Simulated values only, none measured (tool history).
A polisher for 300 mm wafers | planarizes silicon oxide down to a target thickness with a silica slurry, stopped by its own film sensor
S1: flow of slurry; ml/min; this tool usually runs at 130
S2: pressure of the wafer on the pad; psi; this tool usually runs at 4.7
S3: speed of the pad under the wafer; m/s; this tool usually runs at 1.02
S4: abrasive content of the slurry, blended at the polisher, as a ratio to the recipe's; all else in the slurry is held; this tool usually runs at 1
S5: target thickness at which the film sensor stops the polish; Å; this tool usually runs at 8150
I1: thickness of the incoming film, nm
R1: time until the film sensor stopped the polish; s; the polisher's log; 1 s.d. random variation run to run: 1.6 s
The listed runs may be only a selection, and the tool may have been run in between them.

run	hour	S1	S2	S3	S4	S5	I1	R1
1	0	130	4.7	1.02	1	8150	1255.4	132.4
2	23.7	155	4.7	1.02	1	8150	1270.5	135.5
3	52.2	155	4.7	1.02	1	8150	1273.7	139.7
4	69.1	130	4.7	1.02	0.8	8150	1269.8	169.2
5	96.5	130	4.7	1.02	1	8150	1269.1	147.5
# hour 110.4: worn pad replaced by a new one
6	131	130	4.7	1.02	1	8150	1276.6	153.6
7	165.1	130	4.7	1.02	1	9020	1274.6	127.1
8	180.2	130	4.7	1.02	1	8150	1266.2	156.4
9	195.7	105	4.7	1.02	1	8150	1258	161.8
10	226.9	105	4.7	1.02	1	8150	1264.9	168.9
# hour 230.1: conditioning disc replaced and pad reconditioned
# hour 238.1: worn pad replaced by a new one
11	255.6	105	4.7	1.02	1	8150	1269.4	157.9
# hour 258.2: slurry blender recalibrated
# hour 283.8: slurry nozzle cleaned
12	284.3	130	5.2	1.02	1	9410	1285.3	93.5
13	306.9	130	4.7	1.02	1	8150	1271.6	133.7
14	341	110	3.8	1.36	0.75	8150	1269	159.7
# hour 364.8: worn pad replaced by a new one
15	376	130	3.6	1.28	0.8	9080	1271.3	131.5
16	402.5	85	4	1.38	1.2	8150	1266.7	120.5
17	429	95	5.5	0.68	1	9110	1273.4	154.8
18	460.3	130	4.1	1.02	1	8150	1258.2	153.1
# hour 476.3: worn pad replaced by a new one
# hour 486.9: head pressure recalibrated
19	491.9	160	4.7	1.32	1.3	6960	1273.5	129.2
20	504.3	165	4.7	1.02	1	8740	1271.8	128.1
21	522.2	130	4.7	1.02	1	9020	1270.2	127.7
22	544.2	130	4.7	1.02	1	8150	1248	148.2
23	566.9	130	4.7	1.02	1	8150	1259	158.6
24	585.2	155	4.7	0.66	1	8150	1272.5	217.2
# hour 594.7: slurry blender recalibrated
# hour 597.8: worn pad replaced by a new one
25	618.2	130	4.7	1.02	1	8150	1259.2	138.8

What the log doesn't show, run by run:
removal rate lost through wear of the pad, %: 0 at every run
slurry flow missing at the pad, %: 0 at every run
deviation of the head's pressure from its setpoint, %: 0 at every run
H1: abrasive missing from the slurry, %
H2: time polished since the conditioner stopped cutting, s
run	H1	H2
1	5.06	56.7
2	6.33	65.8
3	7.86	77.8
4	8.76	85.6
5	10.2	99.1
6	12.1	118
7	13.9	138
8	14.7	148
9	15.6	158
10	17.2	180
11	18.8	28.3
12	3.84	30
13	5.06	32.4
14	6.88	37.3
15	8.76	44.4
16	10.2	50.9
17	11.6	58.6
18	13.3	69.1
19	15	81.2
20	15.6	86.4
21	16.6	94.3
22	17.8	105
23	19	116
24	20	126
25	2.56	145
